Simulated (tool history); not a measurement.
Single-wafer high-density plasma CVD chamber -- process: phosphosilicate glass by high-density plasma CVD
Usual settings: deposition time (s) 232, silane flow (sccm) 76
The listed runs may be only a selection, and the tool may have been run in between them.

| run | hour | deposition time (s) | silane flow (sccm) | read-back reference wafer on the same gauge, thickness_nm | mean film thickness on the monitor wafer (nm) |
|---|---|---|---|---|---|
| 1 | 0.0 | 232 | 76 | 1826.320 | 1854.531 |
| 2 | 32.6 | 232 | 76 | 1828.245 | 1838.883 |
| 3 | 50.8 | 232 | 76 | 1829.198 | 1850.834 |
| 4 | 71.2 | 232 | 70 | 1831.313 | 1706.343 |
| 5 | 103.3 | 232 | 70 | 1832.244 | 1700.399 |
| 6 | 122.4 | 232 | 76 | 1831.023 | 1842.773 |
| 7 | 142.2 | 232 | 76 | 1831.304 | 1852.946 |
| 8 | 173.8 | 232 | 76 | 1835.796 | 1846.871 |
| 9 | 192.4 | 232 | 80 | 1836.028 | 1939.052 |
| 10 | 206.3 | 232 | 80 | 1838.013 | 1955.728 |
| 11 | 231.7 | 232 | 80 | 1838.646 | 1952.101 |
|  | 243.2 | silane flow controller replaced |
| 12 | 246.1 | 232 | 87 | 1838.420 | 2124.084 |
| 13 | 338.2 | 232 | 76 | 1847.323 | 1858.599 |
| 14 | 367.4 | 270 | 80 | 1850.184 | 2283.427 |
| 15 | 405.3 | 232 | 76 | 1852.785 | 1875.559 |

What will run 16 give?
| 16 | 427.9 | 232 | 86 | ? | ? |

{"run 16": {"read-back reference wafer on the same gauge, thickness_nm": 1857.837, "mean film thickness on the monitor wafer (nm)": 2120.318}}
Had the tool carried no hidden state, the very same run would have given mean film thickness on the monitor wafer (nm) 2077.855.

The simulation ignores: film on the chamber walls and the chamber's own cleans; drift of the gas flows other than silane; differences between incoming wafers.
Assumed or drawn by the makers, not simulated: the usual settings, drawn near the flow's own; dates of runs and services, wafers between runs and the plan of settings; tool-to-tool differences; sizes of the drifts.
